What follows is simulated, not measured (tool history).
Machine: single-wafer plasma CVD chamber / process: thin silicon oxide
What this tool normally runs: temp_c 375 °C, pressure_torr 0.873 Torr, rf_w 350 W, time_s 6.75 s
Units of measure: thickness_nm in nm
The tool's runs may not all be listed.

| run | hour | temp_c | pressure_torr | rf_w | time_s | read-back reference wafer on the same gauge, thickness_nm | thickness_nm |
|---|---|---|---|---|---|---|---|
| 1 | 0.0 | 375 | 0.873 | 305 | 6.75 | 11.606 | 13.525 |
| 2 | 7.0 | 375 | 0.873 | 305 | 6.75 | 11.601 | 13.479 |
| 3 | 21.7 | 375 | 0.873 | 350 | 7.65 | 11.594 | 15.895 |
| 4 | 36.9 | 375 | 0.873 | 350 | 7.65 | 11.603 | 15.956 |
| 5 | 53.0 | 375 | 0.873 | 350 | 6.75 | 11.600 | 14.069 |
|  | 65.8 | showerhead replaced |
| 6 | 66.3 | 375 | 0.873 | 350 | 6.75 | 11.612 | 14.041 |
| 7 | 71.4 | 375 | 0.873 | 350 | 6.75 | 11.593 | 14.069 |
|  | 84.1 | capacitance manometer re-zeroed and calibrated |
| 8 | 84.6 | 375 | 0.873 | 350 | 6.75 | 11.599 | 14.106 |
| 9 | 89.7 | 375 | 0.873 | 350 | 7.17 | 11.607 | 14.904 |
|  | 103.7 | RF generator calibrated |
| 10 | 104.2 | 375 | 0.873 | 350 | 7.17 | 11.597 | 14.996 |
| 11 | 104.7 | 375 | 0.873 | 350 | 7.17 | 11.597 | 14.926 |
| 12 | 113.3 | 375 | 0.749 | 410 | 6.75 | 11.602 | 12.834 |
| 13 | 120.6 | 375 | 1.080 | 350 | 6.13 | 11.613 | 14.936 |
| 14 | 133.8 | 366 | 1.027 | 350 | 7.39 | 11.608 | 17.544 |
| 15 | 141.3 | 375 | 1.048 | 350 | 6.75 | 11.604 | 16.135 |
| 16 | 157.2 | 375 | 0.873 | 350 | 6.75 | 11.597 | 14.044 |

What will run 17 give?
|  | 165.3 | gauge calibrated |
| 17 | 181.2 | 363 | 0.873 | 350 | 6.75 | ? | ? |

Run 17 measured read-back reference wafer on the same gauge, thickness_nm 11.608, thickness_nm 14.168 nm.
Were there no unlogged condition in the tool, this run, its random variation unchanged, would have produced thickness_nm 14.168 nm.
